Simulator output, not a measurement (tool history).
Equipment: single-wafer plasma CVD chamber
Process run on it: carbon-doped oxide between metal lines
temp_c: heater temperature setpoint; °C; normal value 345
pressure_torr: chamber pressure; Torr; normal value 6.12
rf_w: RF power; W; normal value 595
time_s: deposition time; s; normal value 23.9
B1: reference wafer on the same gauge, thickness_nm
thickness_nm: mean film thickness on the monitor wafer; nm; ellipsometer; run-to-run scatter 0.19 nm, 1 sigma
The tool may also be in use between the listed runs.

Run 1, day 0: usual settings but temp_c 338 °C, rf_w 505 W; B1 114.012. Result: thickness_nm 117.164 nm.
Run 2, day 0.658: usual settings but time_s 22.7 s; B1 114.022. Result: thickness_nm 117.628 nm.
Run 3, day 1.221: usual settings but time_s 22.7 s; B1 113.986. Result: thickness_nm 117.583 nm.
Run 4, day 1.875: usual settings but time_s 22.7 s; B1 114.03. Result: thickness_nm 117.381 nm.
Run 5, day 2.558: usual settings but temp_c 353 °C; B1 114.003. Result: thickness_nm 120.467 nm.
Run 6, day 2.929: usual settings but temp_c 353 °C; B1 114.092. Result: thickness_nm 120.505 nm.
Run 7, day 3.183: usual settings but temp_c 353 °C; B1 113.934. Result: thickness_nm 120.87 nm.
Run 8, day 3.533: usual settings but time_s 21.4 s; B1 113.981. Result: thickness_nm 110.845 nm.
Run 9, day 3.954: usual settings but time_s 21.4 s; B1 114.022. Result: thickness_nm 110.892 nm.
Run 10, day 4.354: usual settings but time_s 21.4 s; B1 113.95. Result: thickness_nm 110.924 nm.
At day 5.25: gauge calibrated.
At day 5.467: RF generator calibrated.
At day 6.421: capacitance manometer re-zeroed and calibrated.
Run 11, day 6.592: usual settings but temp_c 355 °C, pressure_torr 4.62 Torr, time_s 25.9 s; B1 113.972. Result: thickness_nm 129.849 nm.
Run 12, day 7.004: usual settings; B1 114.007. Result: thickness_nm 126.941 nm.
Run 13, day 7.412: usual settings but temp_c 356 °C, pressure_torr 7.05 Torr, rf_w 680 W; B1 113.995. Result: thickness_nm 132.757 nm.
At day 8.221: thermocouple changed; heater temperature recalibrated.
Run 14, day 8.242: usual settings; B1 114.099. Result: thickness_nm 126.911 nm.
Run 15, day 8.808: usual settings but time_s 28.1 s; B1 114.016. Result: thickness_nm 148.55 nm.
Run 16, day 9.512: usual settings but temp_c 339 °C, pressure_torr 7.55 Torr; B1 113.986. Result: thickness_nm 130.324 nm.
Run 17, day 10.225: usual settings but rf_w 515 W, time_s 26.5 s; B1 113.947. Result: thickness_nm 130.721 nm.
Run 18, day 10.712: usual settings but temp_c 332 °C, time_s 19.6 s; B1 113.97. Result: thickness_nm 108.341 nm.
Run 19, day 11.104: usual settings; B1 113.966. Result: thickness_nm 126.267 nm.
Run 20, day 11.554: usual settings but rf_w 665 W; B1 113.99. Result: thickness_nm 132.525 nm.
At day 11.967: showerhead replaced.
Run 21, day 12.138: usual settings but temp_c 353 °C, pressure_torr 5.54 Torr, time_s 28 s; B1 113.949. Result: thickness_nm 142.436 nm.
Run 22, day 12.542: usual settings; B1 113.966. Result: thickness_nm 125.603 nm.
Run 23, day 13.017: usual settings; B1 113.996. Result: thickness_nm 125.601 nm.
Run 24, day 13.596: usual settings; B1 114.04. Result: thickness_nm 125.777 nm.
Run 25, day 14.85: usual settings but temp_c 357 °C, pressure_torr 6.69 Torr, rf_w 500 W, time_s 22.3 s; B1 114.016. Result: thickness_nm 105.159 nm.
Run 26, day 15.529: usual settings but temp_c 338 °C, time_s 20.7 s; B1 114.043. Result: thickness_nm 111.25 nm.
Run 27, day 16.025: usual settings but time_s 22.7 s; B1 113.951. Result: thickness_nm 118.946 nm.
Run 28, day 16.579: usual settings but pressure_torr 5.68 Torr; B1 113.965. Result: thickness_nm 124.298 nm.
Run 29, day 17.104: usual settings but rf_w 555 W, time_s 20 s; B1 114.006. Result: thickness_nm 101.923 nm.

Consider 3 possible next runs. They are alternatives, not a sequence: every one starts from the tool as it was left by run 29. What does each give?
Run A, day 17.121: usual settings but temp_c 351 °C; B1 ?. Result: thickness_nm ?.
Run B, day 17.121: usual settings but temp_c 349 °C, pressure_torr 4.92 Torr, rf_w 630 W, time_s 25.5 s; B1 ?. Result: thickness_nm ?.
Run C, day 17.121: usual settings but temp_c 357 °C; B1 ?. Result: thickness_nm ?.

run       B1  thickness_nm
  A  113.885       122.922
  B  113.885       132.375
  C  113.885       120.904
With the hidden condition removed and each run's random variation left untouched, the same runs would have given:
run  thickness_nm
  A       125.264
  B       134.897
  C       123.207
